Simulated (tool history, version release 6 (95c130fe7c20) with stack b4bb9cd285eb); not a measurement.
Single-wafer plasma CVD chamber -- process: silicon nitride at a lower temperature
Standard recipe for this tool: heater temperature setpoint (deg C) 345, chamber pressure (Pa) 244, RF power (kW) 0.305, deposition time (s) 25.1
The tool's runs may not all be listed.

run   hour  heater temperature setpoint (deg C)  chamber pressure (Pa)  RF power (kW)  deposition time (s)  read-back reference wafer on the same gauge, thickness_nm  mean film thickness on the monitor wafer (angstrom)
  1      0                                  345                    244           0.35                 25.1                                                     27.702                                               302.88
  2   12.9                                  345                    244          0.305                 25.1                                                      27.69                                               278.99
  3   19.6                                  345                    244          0.305                 25.1                                                     27.706                                               279.87
  4   33.7                                  345                    227          0.305                 22.4                                                     27.705                                               244.77
  5   47.1                                  345                    227          0.305                 22.4                                                     27.703                                               244.95
  6   54.5                                  345                    227          0.305                 22.4                                                     27.689                                               244.84
  7     65                                  345                    244          0.305                 25.1                                                     27.695                                               278.35
  8   71.5                                  345                    244          0.305                 25.1                                                     27.701                                               278.78
  9   81.6                                  345                    244          0.305                 25.1                                                     27.702                                               279.12
 10     91                                  345                    244          0.305                 25.1                                                     27.695                                                279.5
 11   97.4                                  345                    244          0.305                 25.1                                                     27.701                                               278.94
 12  111.9                                  345                    244          0.305                 25.1                                                       27.7                                               278.12
     128.3  -- thermocouple changed; heater temperature recalibrated
 13  128.8                                  337                    213          0.305                 25.1                                                      27.71                                               270.13
     132.4  -- gauge calibrated
 14  136.6                                  337                    213          0.305                 25.1                                                     27.695                                               269.38
 15  150.8                                  358                    211          0.355                 20.8                                                     27.697                                               240.74
     160.8  -- RF generator calibrated
 16  167.8                                  345                    244          0.305                 25.1                                                     27.695                                               291.21
 17  183.9                                  345                    244          0.305                 25.1                                                     27.695                                               291.16
     197.3  -- showerhead replaced
     201.5  -- capacitance manometer re-zeroed and calibrated
 18    202                                  345                    213          0.305                 25.1                                                     27.702                                               280.57
 19  211.5                                  345                    244          0.305                   21                                                     27.706                                               243.08
 20  223.3                                  350                    297          0.275                 22.1                                                     27.704                                               253.55
 21  236.5                                  345                    244          0.305                 25.1                                                     27.697                                               290.01

The next listed run, before its measurement:
 22  252.3                                  345                    277           0.36                 25.1                                                          ?                                                    ?

Run 22 produced read-back reference wafer on the same gauge, thickness_nm 27.695, mean film thickness on the monitor wafer (angstrom) 329.01.
The same run, on a tool lacking any hidden state, would have yielded mean film thickness on the monitor wafer (angstrom) 329.14.
